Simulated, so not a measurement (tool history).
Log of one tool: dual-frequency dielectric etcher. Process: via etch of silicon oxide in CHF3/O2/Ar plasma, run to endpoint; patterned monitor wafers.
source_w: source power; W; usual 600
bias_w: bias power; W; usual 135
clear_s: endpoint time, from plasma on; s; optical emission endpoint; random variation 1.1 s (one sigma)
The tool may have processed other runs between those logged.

run	day	source_w	bias_w	wafers since the last listed run	hours since the last wet clean	hours since the last source power generator calibration	hours since the last bias power generator calibration	hours since the last upper electrode change	incoming incoming film thickness, nm	clear_s
1	0	600	135	0	28.8	939.4	1125.9	3832.2	736.6	374.4
2	2.283	690	135	343	83.6	994.2	1180.7	3887	725.2	353.9
3	3.933	600	135	248	123.2	1033.8	1220.3	3926.6	730.9	372.9
4	5.05	600	135	168	150	1060.6	1247.1	3953.4	735.3	374.9
5	6.696	600	135	247	189.5	1100.1	1286.6	3992.9	728.8	371
6	8.667	600	135	296	236.8	1147.4	1333.9	4040.2	733	378.8
7	10.921	600	135	339	290.9	1201.5	1388	4094.3	733.4	379
8	13.029	600	135	317	341.5	1252.1	1438.6	4144.9	724.7	374.5
9	15.633	600	135	391	404	1314.6	1501.1	4207.4	737	384
10	18.158	600	135	380	464.6	1375.2	1561.7	4268	735.8	382.1
# day 19.95: wet clean of the chamber
11	20.996	600	135	276	25.1	1443.3	1629.8	4336.1	729.6	376.6
12	22.2	600	156	181	54	1472.2	1658.7	4365	735.1	367.2
13	24.904	600	156	406	118.9	1537.1	1723.6	4429.9	728.4	363
14	27.692	600	156	419	185.8	1604	1790.5	4496.8	730.4	367.5
# day 28.038: source power generator calibrated
15	29.238	600	135	207	222.9	28.8	1827.6	4533.9	732.4	379.9
16	30.258	470	154	153	247.4	53.3	1852.1	4558.4	733.4	395.6
17	31.521	600	135	190	277.7	83.6	1882.4	4588.7	731.6	381.8
# day 32.9: upper electrode replaced
18	33.783	740	135	190	332	137.9	1936.7	21.2	728.6	358
19	36.554	600	135	417	398.5	204.4	2003.2	87.7	730.9	383.1
20	38.033	600	108	222	434	239.9	2038.7	123.2	731.5	401.1
# day 46.279: wet clean of the chamber
21	46.3	600	135	1093	0.5	438.3	2237.1	321.6	731.1	372
# day 48.262: bias power generator calibrated
22	48.283	480	157	273	48.1	485.9	0.5	369.2	724.9	379.6
23	49.304	600	135	153	72.6	510.4	25	393.7	724.8	371.6
24	50.875	600	135	236	110.3	548.1	62.7	431.4	736.6	377.4
25	52.346	750	135	221	145.6	583.4	98	466.7	723.6	351.6
26	54.925	490	108	388	207.5	645.3	159.9	528.6	731.5	417.1
27	57.754	600	105	425	275.4	713.2	227.8	596.5	730.4	400.3
28	60.725	500	125	447	346.7	784.5	299.1	667.8	729.6	404.7

The tool's hidden state at each run:
bias power that arrives over what is set, %: 0 at every run
H1: etch rate over this chamber's usual, %
H2: source power that arrives over what is set, %
run	H1	H2
1	0.0934	-0.966
2	-0.203	-1.14
3	-0.417	-1.26
4	-0.562	-1.34
5	-0.776	-1.46
6	-1.03	-1.61
7	-1.32	-1.78
8	-1.6	-1.94
9	-1.94	-2.13
10	-2.26	-2.32
11	-1.08	-2.53
12	-1.24	-2.62
13	-1.59	-2.82
14	-1.95	-3.03
15	-2.15	-0.982
16	-2.28	-1.06
17	-2.45	-1.15
18	-2.74	-1.32
19	-3.1	-1.53
20	-3.29	-1.64
21	-0.179	-2.25
22	-0.436	-2.4
23	-0.569	-2.48
24	-0.773	-2.59
25	-0.964	-2.7
26	-1.3	-2.89
27	-1.67	-3.1
28	-2.05	-3.33
